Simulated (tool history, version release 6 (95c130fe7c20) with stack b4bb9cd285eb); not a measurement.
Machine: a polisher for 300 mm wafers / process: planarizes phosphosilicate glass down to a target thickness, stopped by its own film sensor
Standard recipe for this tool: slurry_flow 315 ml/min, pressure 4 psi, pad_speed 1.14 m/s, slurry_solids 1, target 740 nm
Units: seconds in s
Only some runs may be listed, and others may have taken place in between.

run,hour,slurry_flow,pressure,pad_speed,slurry_solids,target,"incoming thickness of the incoming film, nm",seconds
1,0,315,4,1.14,1,740,1449.3,65.6
# hour 5.4: worn pad replaced by a new one
2,10.1,315,4,1.14,1,740,1462.4,64.8
# hour 26.5: conditioning disc replaced and pad reconditioned
3,26.9,250,4,1.14,0.85,674,1475.2,89.5
4,40.8,315,3.2,1.14,1,643,1472.3,98.2
5,49.5,315,4,1.14,1,900,1460.3,51.4
6,64.1,315,4,1.14,1,628,1499.4,82.6
7,78.9,210,3.4,1.36,1,740,1472.3,76.9
8,85.6,315,4,1.14,1,740,1461.6,68.3
9,101.6,390,3.3,0.86,1,570,1449.1,110
10,107.7,315,4,1.14,1,740,1497.3,74.5
11,121.6,315,4,1.14,1,740,1465.9,66.9
12,129,315,4.5,1.14,1,573,1508.6,80.1
# hour 135.8: worn pad replaced by a new one
13,143,390,3.5,1.34,1,539,1478.6,93.2
# hour 150.7: slurry nozzle cleaned
14,153.7,315,3.5,1.14,0.75,740,1485.3,110.4
# hour 169.7: slurry blender recalibrated
15,170.2,355,3.1,1.14,1,602,1468.9,88.7
16,182.6,250,4,0.8,1,740,1464.5,67.9
17,199.1,250,2.8,1.14,1,952,1471.1,62.2
18,215.7,225,4,0.86,1,740,1489.6,73.3
19,222.8,315,4,1.14,1.2,940,1472.5,40.8
20,239.7,315,4,1.14,1,740,1454.6,63.8
# hour 244.3: worn pad replaced by a new one
21,251.6,250,2.8,1.14,1,952,1484.2,68.7
22,264,315,4,1.14,1,907,1487.3,52.5
23,275.6,315,4.5,1.14,0.85,740,1487.7,66.7
24,284.4,315,4,1.42,1,565,1487.2,75.8
25,296.9,235,2.8,1.14,1,847,1470.3,86.5

Consider 5 possible next runs. They are alternatives, not a sequence: every one starts from the tool as it was left by run 25. What does each give?
A,297.3,315,4,1.14,1,740,1471.4,?
B,297.3,380,4,1.44,1.2,740,1471.4,?
C,297.3,315,4.7,1.14,1,979,1471.4,?
D,297.3,415,4,1.14,1,740,1471.4,?
E,297.3,345,4,1.04,1,740,1471.4,?

run,seconds
A,67.1
B,51.9
C,38.4
D,65.9
E,69.6
Without the tool's unlogged condition, the same runs would have read:
run,seconds
A,58.6
B,46.1
C,33.6
D,57.5
E,60.8
